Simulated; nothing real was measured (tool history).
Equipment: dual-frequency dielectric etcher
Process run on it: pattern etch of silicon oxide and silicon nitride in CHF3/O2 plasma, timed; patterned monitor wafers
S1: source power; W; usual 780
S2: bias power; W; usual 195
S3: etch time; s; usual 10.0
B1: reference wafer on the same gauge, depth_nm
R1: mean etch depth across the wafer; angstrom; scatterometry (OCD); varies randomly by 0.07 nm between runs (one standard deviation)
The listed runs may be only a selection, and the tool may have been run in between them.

run	hour	S1	S2	S3	B1	R1
1	0.0	780	195	10.0	16.21	164.7
2	52.8	780	223	9.5	16.19	160.0
3	99.8	840	195	10.0	16.21	172.2
4	181.2	780	230	10.0	16.23	170.1
# hour 221.6: wet clean of the chamber
5	250.9	780	230	10.0	16.17	171.2
6	342.1	780	195	10.0	16.19	163.6
7	393.6	780	195	10.0	16.21	162.8
8	474.2	780	195	10.0	16.20	164.3
9	516.7	780	195	10.0	16.19	162.8
# hour 594.0: wet clean of the chamber
10	602.9	780	195	10.0	16.22	161.7
11	693.7	780	233	10.0	16.19	170.7
12	742.8	780	233	10.0	16.20	171.6
13	807.8	780	195	10.0	16.18	163.6
# hour 847.0: source power generator calibrated
14	880.4	780	195	7.5	16.19	123.3
# hour 922.6: gauge calibrated
# hour 938.7: bias power generator calibrated
15	949.3	960	163	10.0	16.21	176.8
16	1004.7	780	195	10.0	16.20	162.7
# hour 1059.8: wet clean of the chamber
17	1082.7	640	155	10.0	16.20	136.6
18	1128.7	830	195	10.0	16.19	170.9
19	1209.2	780	148	11.0	16.19	167.7
20	1277.6	680	195	8.0	16.23	120.1
# hour 1359.5: upper electrode replaced
21	1360.0	610	231	8.0	16.21	116.5
22	1402.9	780	195	10.0	16.20	162.1
23	1467.7	700	195	7.0	16.20	106.8
# hour 1529.8: wet clean of the chamber
24	1531.6	780	195	10.0	16.18	164.0
25	1601.8	780	195	10.0	16.21	162.2
26	1666.9	780	178	10.0	16.20	159.7
27	1726.8	780	212	10.0	16.18	167.4
28	1799.8	840	174	13.0	16.21	216.7

Give the tool's hidden conditions for every run:
etch rate over this chamber's usual, %: 0 at every run
source power that arrives over what is set, %: 0 at every run
bias power that arrives over what is set, %: 0 at every run
gauge reads high (%): 0 at every run

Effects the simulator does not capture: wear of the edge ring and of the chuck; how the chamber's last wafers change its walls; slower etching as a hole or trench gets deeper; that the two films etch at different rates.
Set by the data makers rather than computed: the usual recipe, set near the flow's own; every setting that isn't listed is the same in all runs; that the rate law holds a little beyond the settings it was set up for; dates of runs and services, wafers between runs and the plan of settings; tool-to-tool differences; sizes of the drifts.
